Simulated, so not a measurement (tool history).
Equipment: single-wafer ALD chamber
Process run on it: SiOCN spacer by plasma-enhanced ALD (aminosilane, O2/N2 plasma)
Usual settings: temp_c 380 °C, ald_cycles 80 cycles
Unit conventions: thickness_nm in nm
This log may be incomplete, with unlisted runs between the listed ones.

| run | hour | temp_c | ald_cycles | wafers since the last listed run | hours since the last thermocouple change | hours since the gauge calibration | read-back reference wafer on the same gauge, thickness_nm | thickness_nm |
|---|---|---|---|---|---|---|---|---|
| 1 | 0 | 380 | 80 | 0 | 2006.7 | 426 | 3.976 | 4.781 |
| 2 | 14.7 | 380 | 80 | 56 | 2021.4 | 440.7 | 3.976 | 4.787 |
| 3 | 35.5 | 380 | 80 | 79 | 2042.2 | 461.5 | 3.973 | 4.78 |
| 4 | 48.6 | 380 | 80 | 50 | 2055.3 | 474.6 | 3.973 | 4.778 |
| 5 | 68.1 | 380 | 80 | 74 | 2074.8 | 494.1 | 3.97 | 4.768 |
| 6 | 90.9 | 380 | 80 | 87 | 2097.6 | 516.9 | 3.967 | 4.769 |
| 7 | 115.8 | 373 | 87 | 95 | 2122.5 | 541.8 | 3.967 | 5.181 |
| 8 | 146.9 | 373 | 87 | 119 | 2153.6 | 572.9 | 3.965 | 5.191 |
| 9 | 178.7 | 380 | 84 | 121 | 2185.4 | 604.7 | 3.962 | 5.005 |
| 10 | 192.9 | 380 | 84 | 54 | 2199.6 | 618.9 | 3.959 | 4.976 |
| 11 | 227.8 | 380 | 86 | 133 | 2234.5 | 653.8 | 3.953 | 5.11 |
| 12 | 284.8 | 377 | 80 | 218 | 2291.5 | 710.8 | 3.948 | 4.743 |
| 13 | 314.4 | 377 | 80 | 113 | 2321.1 | 740.4 | 3.946 | 4.761 |
| 14 | 342.3 | 377 | 80 | 106 | 2349 | 768.3 | 3.943 | 4.746 |
|  | 353.1 | gauge calibrated |
| 15 | 359.4 | 380 | 80 | 65 | 2366.1 | 6.3 | 3.994 | 4.824 |
| 16 | 380.5 | 380 | 80 | 80 | 2387.2 | 27.4 | 3.994 | 4.812 |
| 17 | 396.3 | 380 | 80 | 60 | 2403 | 43.2 | 3.995 | 4.793 |
| 18 | 416.9 | 370 | 80 | 78 | 2423.6 | 63.8 | 3.995 | 4.811 |
| 19 | 430.5 | 380 | 80 | 52 | 2437.2 | 77.4 | 3.994 | 4.795 |
| 20 | 455.6 | 366 | 80 | 96 | 2462.3 | 102.5 | 3.993 | 4.8 |
|  | 466.3 | thermocouple changed; heater temperature recalibrated |
| 21 | 487.9 | 388 | 96 | 93 | 21.6 | 134.8 | 3.994 | 5.762 |
| 22 | 511.1 | 366 | 68 | 88 | 44.8 | 158 | 3.994 | 4.089 |
| 23 | 528.9 | 389 | 88 | 68 | 62.6 | 175.8 | 3.993 | 5.256 |
| 24 | 545.5 | 380 | 89 | 63 | 79.2 | 192.4 | 3.988 | 5.346 |
| 25 | 589.2 | 386 | 89 | 167 | 122.9 | 236.1 | 3.99 | 5.339 |
| 26 | 604.8 | 365 | 73 | 59 | 138.5 | 251.7 | 3.986 | 4.384 |
| 27 | 635.2 | 384 | 68 | 116 | 168.9 | 282.1 | 3.987 | 4.084 |
| 28 | 665.4 | 380 | 80 | 115 | 199.1 | 312.3 | 3.988 | 4.784 |
| 29 | 694.4 | 380 | 80 | 110 | 228.1 | 341.3 | 3.985 | 4.809 |
| 30 | 723.8 | 374 | 75 | 112 | 257.5 | 370.7 | 3.985 | 4.515 |
| 31 | 741 | 380 | 80 | 65 | 274.7 | 387.9 | 3.983 | 4.786 |
| 32 | 754.7 | 380 | 88 | 52 | 288.4 | 401.6 | 3.98 | 5.264 |
| 33 | 780.2 | 389 | 88 | 97 | 313.9 | 427.1 | 3.979 | 5.256 |
| 34 | 812.2 | 380 | 80 | 122 | 345.9 | 459.1 | 3.978 | 4.767 |
| 35 | 835.1 | 380 | 80 | 87 | 368.8 | 482 | 3.976 | 4.782 |
| 36 | 868.9 | 372 | 70 | 129 | 402.6 | 515.8 | 3.972 | 4.183 |
| 37 | 895.5 | 380 | 80 | 101 | 429.2 | 542.4 | 3.97 | 4.784 |
| 38 | 921.6 | 384 | 72 | 99 | 455.3 | 568.5 | 3.967 | 4.3 |

How would selected steps in thickness_nm from run to run divide? Give the signed amount a tool lacking its hidden state would still show from settings, what came in and random variation, and the signed amount left for the hidden state, including any gauge scatter that is not in both of the compared results.
Hidden conditions of the tool in this case: wafer temperature above the value expected at the setpoint (K); gauge reads high (%).
Run 6 -> 7: temp_c 380 -> 373, ald_cycles 80 -> 87. thickness_nm +0.412 nm: hidden state -0.005, all else +0.417.
Run 10 -> 11: ald_cycles 84 -> 86. thickness_nm +0.134 nm: hidden state -0.006, all else +0.14.
Run 14 -> 15: temp_c 377 -> 380, gauge calibrated. thickness_nm +0.078 nm: hidden state +0.065, all else +0.013.
Run 20 -> 21: temp_c 366 -> 388, ald_cycles 80 -> 96, thermocouple changed; heater temperature recalibrated. thickness_nm +0.962 nm: hidden state +0, all else +0.962.
Run 21 -> 22: temp_c 388 -> 366, ald_cycles 96 -> 68. thickness_nm -1.673 nm: hidden state -0.002, all else -1.671.
Run 22 -> 23: temp_c 366 -> 389, ald_cycles 68 -> 88. thickness_nm +1.167 nm: hidden state +0, all else +1.167.
